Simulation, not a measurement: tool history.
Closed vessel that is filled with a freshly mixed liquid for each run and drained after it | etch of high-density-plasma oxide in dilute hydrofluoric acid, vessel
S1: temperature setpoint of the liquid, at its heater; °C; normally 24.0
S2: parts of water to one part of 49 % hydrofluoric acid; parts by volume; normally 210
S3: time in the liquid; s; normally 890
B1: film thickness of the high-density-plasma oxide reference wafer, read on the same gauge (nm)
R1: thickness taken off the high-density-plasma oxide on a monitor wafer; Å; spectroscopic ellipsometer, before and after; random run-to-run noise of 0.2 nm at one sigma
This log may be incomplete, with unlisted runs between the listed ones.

{"run": 1, "day": 0.0, "S1": 24.0, "S2": 210, "S3": 560, "B1": 129.98, "R1": 123.5}
{"run": 2, "day": 3.162, "S1": 24.0, "S2": 210, "S3": 615, "B1": 129.98, "R1": 132.7}
{"run": 3, "day": 6.512, "S1": 24.0, "S2": 210, "S3": 615, "B1": 130.0, "R1": 133.8}
{"run": 4, "day": 9.55, "S1": 24.0, "S2": 210, "S3": 890, "B1": 129.99, "R1": 196.1}
{"run": 5, "day": 13.962, "S1": 24.0, "S2": 210, "S3": 890, "B1": 129.99, "R1": 192.1}
{"day": 14.167, "done": "gauge calibrated"}
{"run": 6, "day": 16.325, "S1": 24.0, "S2": 140, "S3": 890, "B1": 129.99, "R1": 313.5}
{"run": 7, "day": 18.338, "S1": 24.0, "S2": 140, "S3": 890, "B1": 130.03, "R1": 311.4}
{"run": 8, "day": 22.129, "S1": 22.0, "S2": 210, "S3": 890, "B1": 130.01, "R1": 178.4}
{"run": 9, "day": 24.417, "S1": 26.5, "S2": 115, "S3": 690, "B1": 130.01, "R1": 334.0}
{"run": 10, "day": 26.458, "S1": 21.0, "S2": 285, "S3": 890, "B1": 129.99, "R1": 118.6}
{"run": 11, "day": 34.646, "S1": 24.0, "S2": 210, "S3": 890, "B1": 130.0, "R1": 193.2}
{"run": 12, "day": 37.104, "S1": 24.0, "S2": 275, "S3": 600, "B1": 129.98, "R1": 90.2}
{"run": 13, "day": 40.296, "S1": 19.0, "S2": 135, "S3": 740, "B1": 130.0, "R1": 218.2}
{"run": 14, "day": 44.462, "S1": 24.0, "S2": 160, "S3": 405, "B1": 130.0, "R1": 118.9}
{"run": 15, "day": 46.154, "S1": 26.0, "S2": 280, "S3": 1400, "B1": 129.98, "R1": 223.0}
{"run": 16, "day": 48.083, "S1": 24.0, "S2": 210, "S3": 890, "B1": 129.97, "R1": 185.1}
{"day": 51.6, "done": "hydrofluoric acid flow meter replaced"}
{"run": 17, "day": 52.558, "S1": 21.0, "S2": 110, "S3": 1180, "B1": 129.99, "R1": 471.1}
{"run": 18, "day": 56.821, "S1": 28.5, "S2": 165, "S3": 1025, "B1": 129.99, "R1": 334.2}
{"run": 19, "day": 65.346, "S1": 27.5, "S2": 255, "S3": 1210, "B1": 129.99, "R1": 222.8}
{"day": 67.417, "done": "thermometer replaced"}
{"run": 20, "day": 67.988, "S1": 26.0, "S2": 245, "S3": 1190, "B1": 130.01, "R1": 237.5}
{"run": 21, "day": 70.383, "S1": 21.5, "S2": 165, "S3": 890, "B1": 129.99, "R1": 247.4}
{"run": 22, "day": 73.442, "S1": 24.0, "S2": 210, "S3": 890, "B1": 130.01, "R1": 198.9}
{"run": 23, "day": 76.221, "S1": 27.5, "S2": 115, "S3": 1240, "B1": 129.98, "R1": 658.3}
{"run": 24, "day": 78.654, "S1": 24.0, "S2": 145, "S3": 890, "B1": 130.02, "R1": 313.7}
{"run": 25, "day": 85.479, "S1": 24.0, "S2": 210, "S3": 890, "B1": 129.98, "R1": 201.4}
{"run": 26, "day": 89.833, "S1": 24.0, "S2": 210, "S3": 890, "B1": 129.98, "R1": 194.6}
{"run": 27, "day": 93.921, "S1": 28.5, "S2": 145, "S3": 890, "B1": 130.0, "R1": 365.0}
{"run": 28, "day": 95.608, "S1": 20.5, "S2": 210, "S3": 1155, "B1": 130.0, "R1": 228.7}
{"run": 29, "day": 97.688, "S1": 24.0, "S2": 210, "S3": 620, "B1": 130.01, "R1": 137.0}
{"run": 30, "day": 101.383, "S1": 24.0, "S2": 295, "S3": 1410, "B1": 129.99, "R1": 201.3}

Alternative continuations, all from the tool just after run 30; predict every row:
{"run": "A", "day": 101.421, "S1": 24.0, "S2": 210, "S3": 890, "B1": "?", "R1": "?"}
{"run": "B", "day": 101.421, "S1": 24.0, "S2": 240, "S3": 715, "B1": "?", "R1": "?"}
{"run": "C", "day": 101.421, "S1": 21.0, "S2": 210, "S3": 380, "B1": "?", "R1": "?"}
{"run": "D", "day": 101.421, "S1": 26.5, "S2": 255, "S3": 400, "B1": "?", "R1": "?"}
{"run": "E", "day": 101.421, "S1": 24.0, "S2": 280, "S3": 680, "B1": "?", "R1": "?"}

run=A B1=129.98 R1=195.7
run=B B1=129.98 R1=133.4
run=C B1=129.98 R1=74.6
run=D B1=129.98 R1=75.6
run=E B1=129.98 R1=104.5
Had the tool no hidden state, the same runs would have come out as:
run=A R1=202.8
run=B R1=138.2
run=C R1=77.4
run=D R1=78.2
run=E R1=108.2

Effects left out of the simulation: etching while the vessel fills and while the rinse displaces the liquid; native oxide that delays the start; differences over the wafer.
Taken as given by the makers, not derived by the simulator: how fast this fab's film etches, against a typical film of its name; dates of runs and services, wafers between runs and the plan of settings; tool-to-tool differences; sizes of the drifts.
